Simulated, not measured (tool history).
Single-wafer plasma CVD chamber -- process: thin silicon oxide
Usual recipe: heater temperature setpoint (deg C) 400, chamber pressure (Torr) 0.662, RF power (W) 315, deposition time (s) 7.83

run    hour  heater temperature setpoint (deg C)  chamber pressure (Torr)  RF power (W)  deposition time (s)  wafers since the last listed run  hours since the last thermocouple change  hours since the last RF generator calibration  hours since the last manometer calibration  hours since the showerhead was replaced  hours since the gauge calibration  read-back reference wafer on the same gauge, thickness_nm  mean film thickness on the monitor wafer (angstrom)
  1       0                                  400                    0.662           315                 7.83                                 0                                    1744.5                                           1098                                      1629.7                                   5298.7                               94.6                                                     12.688                                               110.33
  2    70.3                                  400                    0.662           315                 7.83                              2581                                    1814.8                                         1168.3                                        1700                                     5369                              164.9                                                     12.685                                               110.67
  3   137.6                                  400                    0.662           315                 7.83                              2471                                    1882.1                                         1235.6                                      1767.3                                   5436.3                              232.2                                                     12.712                                                109.7
  4     183                                  400                    0.662           315                 7.83                              1667                                    1927.5                                           1281                                      1812.7                                   5481.7                              277.6                                                     12.663                                               109.14
  5     264                                  400                    0.662           315                 7.83                              2974                                    2008.5                                           1362                                      1893.7                                   5562.7                              358.6                                                      12.75                                               109.04
  6   305.5                                  400                    0.662           315                 7.83                              1523                                      2050                                         1403.5                                      1935.2                                   5604.2                              400.1                                                     12.717                                               109.71
  7   344.8                                  400                    0.662           315                 7.83                              1443                                    2089.3                                         1442.8                                      1974.5                                   5643.5                              439.4                                                     12.647                                               109.04
  8   411.6                                  400                    0.662           315                 7.83                              2452                                    2156.1                                         1509.6                                      2041.3                                   5710.3                              506.2                                                     12.705                                               107.47
      512.4  -- showerhead replaced
  9   512.9                                  400                    0.662           315                 7.83                              3426                                    2257.4                                         1610.9                                      2142.6                                      0.5                              607.5                                                     12.692                                                108.2
      533.9  -- thermocouple changed; heater temperature recalibrated
      608.2  -- RF generator calibrated
 10   611.8                                  400                    0.662           315                 7.83                              3044                                      77.9                                            3.6                                      2241.5                                     99.4                              706.4                                                     12.713                                               112.83
 11   662.5                                  400                    0.517           360                 7.83                              1861                                     128.6                                           54.3                                      2292.2                                    150.1                              757.1                                                     12.727                                               104.19
 12   698.6                                  400                    0.662           315                 7.83                              1325                                     164.7                                           90.4                                      2328.3                                    186.2                              793.2                                                     12.716                                               113.22
 13   796.1                                  400                    0.741           315                 7.83                              3580                                     262.2                                          187.9                                      2425.8                                    283.7                              890.7                                                     12.729                                               120.07
 14   859.4                                  407                    0.662           255                 6.69                              2324                                     325.5                                          251.2                                      2489.1                                      347                                954                                                      12.71                                                85.24
 15   917.3                                  400                    0.662           315                 7.83                              2126                                     383.4                                          309.1                                        2547                                    404.9                             1011.9                                                     12.747                                               112.85
      950.5  -- capacitance manometer re-zeroed and calibrated
 16   960.1                                  400                    0.597           315                    7                              1277                                     426.2                                          351.9                                         9.6                                    447.7                             1054.7                                                     12.753                                                 95.1
 17  1057.6                                  400                    0.782           315                 7.83                              3580                                     523.7                                          449.4                                       107.1                                    545.2                             1152.2                                                     12.721                                                  126
     1072.2  -- gauge calibrated
 18  1161.1                                  400                    0.515           315                 6.68                              3800                                     627.2                                          552.9                                       210.6                                    648.7                               88.9                                                     12.698                                                83.87
 19  1246.4                                  407                    0.502           375                 7.83                              3132                                     712.5                                          638.2                                       295.9                                      734                              174.2                                                     12.729                                               104.65
 20  1308.4                                  400                    0.662           295                 7.83                              2276                                     774.5                                          700.2                                       357.9                                      796                              236.2                                                     12.701                                               108.86
 21  1397.2                                  400                    0.526           270                 7.83                              3260                                     863.3                                            789                                       446.7                                    884.8                                325                                                     12.714                                                90.79

State the hidden condition of the tool at each of the runs:
wafer temperature above the value expected at the setpoint (K): 0 in every run
true pressure above the setpoint (%): 0 in every run
gauge reads high (%): 0 in every run
H1: delivered RF power above the setpoint (%)
run       H1
  1    -4.05
  2    -4.47
  3     -4.9
  4    -5.21
  5    -5.78
  6    -6.08
  7    -6.38
  8    -6.91
  9    -7.75
 10  -0.0484
 11  -0.0562
 12  -0.0702
 13   -0.143
 14   -0.217
 15   -0.303
 16   -0.379
 17   -0.587
 18   -0.863
 19    -1.13
 20    -1.36
 21    -1.71
